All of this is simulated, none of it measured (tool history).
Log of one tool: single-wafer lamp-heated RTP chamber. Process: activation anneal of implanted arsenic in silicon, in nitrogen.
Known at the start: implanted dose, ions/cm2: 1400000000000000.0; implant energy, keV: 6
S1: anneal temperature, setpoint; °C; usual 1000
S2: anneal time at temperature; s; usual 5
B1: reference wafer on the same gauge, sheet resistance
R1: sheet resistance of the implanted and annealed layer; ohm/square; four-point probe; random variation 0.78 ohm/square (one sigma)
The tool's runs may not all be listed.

{"run": 1, "hour": 0.0, "S1": 1000, "S2": 3, "B1": 163.91, "R1": 209.79}
{"run": 2, "hour": 39.0, "S1": 1000, "S2": 5, "B1": 163.95, "R1": 190.19}
{"hour": 82.5, "done": "pyrometer window cleaned and pyrometer calibrated"}
{"run": 3, "hour": 122.3, "S1": 1000, "S2": 5, "B1": 163.91, "R1": 199.52}
{"run": 4, "hour": 225.6, "S1": 1000, "S2": 5, "B1": 163.97, "R1": 197.19}
{"run": 5, "hour": 280.8, "S1": 1000, "S2": 5, "B1": 163.93, "R1": 195.37}
{"hour": 343.7, "done": "pyrometer window cleaned and pyrometer calibrated"}
{"run": 6, "hour": 346.9, "S1": 1000, "S2": 5, "B1": 163.81, "R1": 199.34}
{"run": 7, "hour": 414.0, "S1": 1000, "S2": 5, "B1": 164.09, "R1": 198.58}
{"hour": 533.3, "done": "reflector plate cleaned"}
{"hour": 603.6, "done": "pyrometer window cleaned and pyrometer calibrated"}
{"run": 8, "hour": 702.7, "S1": 1000, "S2": 5, "B1": 163.98, "R1": 197.82}
{"hour": 738.4, "done": "gauge calibrated"}
{"run": 9, "hour": 745.3, "S1": 978, "S2": 4, "B1": 163.89, "R1": 226.59}
{"run": 10, "hour": 804.5, "S1": 1000, "S2": 5, "B1": 163.87, "R1": 195.53}
{"run": 11, "hour": 910.5, "S1": 982, "S2": 5, "B1": 164.01, "R1": 211.53}
{"hour": 947.5, "done": "pyrometer window cleaned and pyrometer calibrated"}
{"run": 12, "hour": 970.3, "S1": 1017, "S2": 6, "B1": 164.03, "R1": 175.26}
{"run": 13, "hour": 1011.3, "S1": 977, "S2": 6, "B1": 163.88, "R1": 218.41}
{"hour": 1069.4, "done": "reflector plate cleaned"}
{"run": 14, "hour": 1069.9, "S1": 1000, "S2": 5, "B1": 164.05, "R1": 197.26}
{"run": 15, "hour": 1135.3, "S1": 973, "S2": 3, "B1": 163.81, "R1": 236.2}
{"run": 16, "hour": 1191.8, "S1": 981, "S2": 4, "B1": 164.1, "R1": 219.58}

5 ways to go on from here, each from the tool as it stands after run 16. What would each give?
{"run": "A", "hour": 1192.2, "S1": 1000, "S2": 5, "B1": "?", "R1": "?"}
{"run": "B", "hour": 1192.2, "S1": 984, "S2": 3, "B1": "?", "R1": "?"}
{"run": "C", "hour": 1192.2, "S1": 1016, "S2": 5, "B1": "?", "R1": "?"}
{"run": "D", "hour": 1192.2, "S1": 988, "S2": 5, "B1": "?", "R1": "?"}
{"run": "E", "hour": 1192.2, "S1": 971, "S2": 3, "B1": "?", "R1": "?"}

run=A B1=164.04 R1=194.11
run=B B1=164.04 R1=225.52
run=C B1=164.04 R1=176.82
run=D B1=164.04 R1=206.94
run=E B1=164.04 R1=235.60
Without the tool's hidden state the same runs would have given:
run=A R1=199.54
run=B R1=229.66
run=C R1=182.20
run=D R1=212.10
run=E R1=239.01

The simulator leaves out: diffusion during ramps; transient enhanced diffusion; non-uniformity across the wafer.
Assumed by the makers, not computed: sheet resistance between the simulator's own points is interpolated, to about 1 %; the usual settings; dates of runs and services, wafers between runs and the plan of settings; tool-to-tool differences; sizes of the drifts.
